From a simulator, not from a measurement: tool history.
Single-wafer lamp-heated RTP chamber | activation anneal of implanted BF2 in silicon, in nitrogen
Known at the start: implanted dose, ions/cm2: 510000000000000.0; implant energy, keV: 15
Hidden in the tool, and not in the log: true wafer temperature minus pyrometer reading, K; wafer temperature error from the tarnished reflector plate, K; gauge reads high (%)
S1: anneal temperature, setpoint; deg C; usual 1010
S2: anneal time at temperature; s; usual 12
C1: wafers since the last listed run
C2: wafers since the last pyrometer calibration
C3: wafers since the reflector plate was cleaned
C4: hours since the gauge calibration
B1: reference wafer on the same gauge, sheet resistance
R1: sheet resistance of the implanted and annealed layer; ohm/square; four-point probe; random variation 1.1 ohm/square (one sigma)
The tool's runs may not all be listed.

run	hour	S1	S2	C1	C2	C3	C4	B1	R1
1	0	1030	12	0	2586	9733	187.1	262.97	270.19
2	16.8	1030	12	338	2925	10072	203.9	262.93	267.6
3	32.2	1030	12	310	3235	10383	219.3	262.92	268.48
4	41.6	1010	12	189	3425	10572	228.7	263.07	282.26
5	49.4	1010	12	157	3582	10729	236.5	263.01	279.37
6	58.3	1010	12	179	3761	10909	245.4	263.15	280.9
7	66.9	1010	12	173	3935	11082	254	262.97	279.16
8	78.1	1010	12	225	4160	11308	265.2	262.82	282.57
9	86.7	1010	12	173	4334	11481	273.8	262.92	279.26
10	103.4	1010	12	336	4671	11818	290.5	263.09	279.86
11	120.5	1010	12	344	5015	12163	307.6	263.09	279.76
# hour 130.2: reflector plate cleaned
12	130.7	1010	12	44	5060	9	317.8	262.94	279.37
13	142.7	1000	19	241	5302	251	329.8	263.07	277.06
14	153	1010	12	207	5509	458	340.1	262.81	279.66
# hour 153.6: gauge calibrated
# hour 206.4: pyrometer window cleaned and pyrometer calibrated
15	206.9	1010	5	925	10	1384	53.3	262.85	301.02
16	218.9	1030	15	241	252	1626	65.3	263.12	269.54
17	228.3	985	10	189	441	1815	74.7	262.92	311.93
18	244.3	1034	12	322	764	2138	90.7	263.19	269.04
19	260.7	982	6	330	1094	2468	107.1	263.11	329.52
20	269.1	1028	17	169	1264	2638	115.5	262.94	267.16
21	282	1020	12	260	1524	2898	128.4	263.26	277.91
22	296.8	1010	12	298	1822	3196	143.2	263.01	283.28
23	308.1	1024	18	227	2050	3424	154.5	263.07	267.94
24	323.5	983	12	310	2361	3735	169.9	263.11	308.14

4 ways to go on from here, each from the tool as it stands after run 24. What would each give?
A	323.9	1002	12	8	2369	3743	170.3	?	?
B	323.9	1033	12	8	2369	3743	170.3	?	?
C	323.9	1010	9	8	2369	3743	170.3	?	?
D	323.9	1037	12	8	2369	3743	170.3	?	?

run	B1	R1
A	262.71	290.66
B	262.71	270.57
C	262.71	290.11
D	262.71	268.14
Without the tool's hidden state the same runs would have given:
run	R1
A	293.78
B	272.97
C	292.96
D	270.5
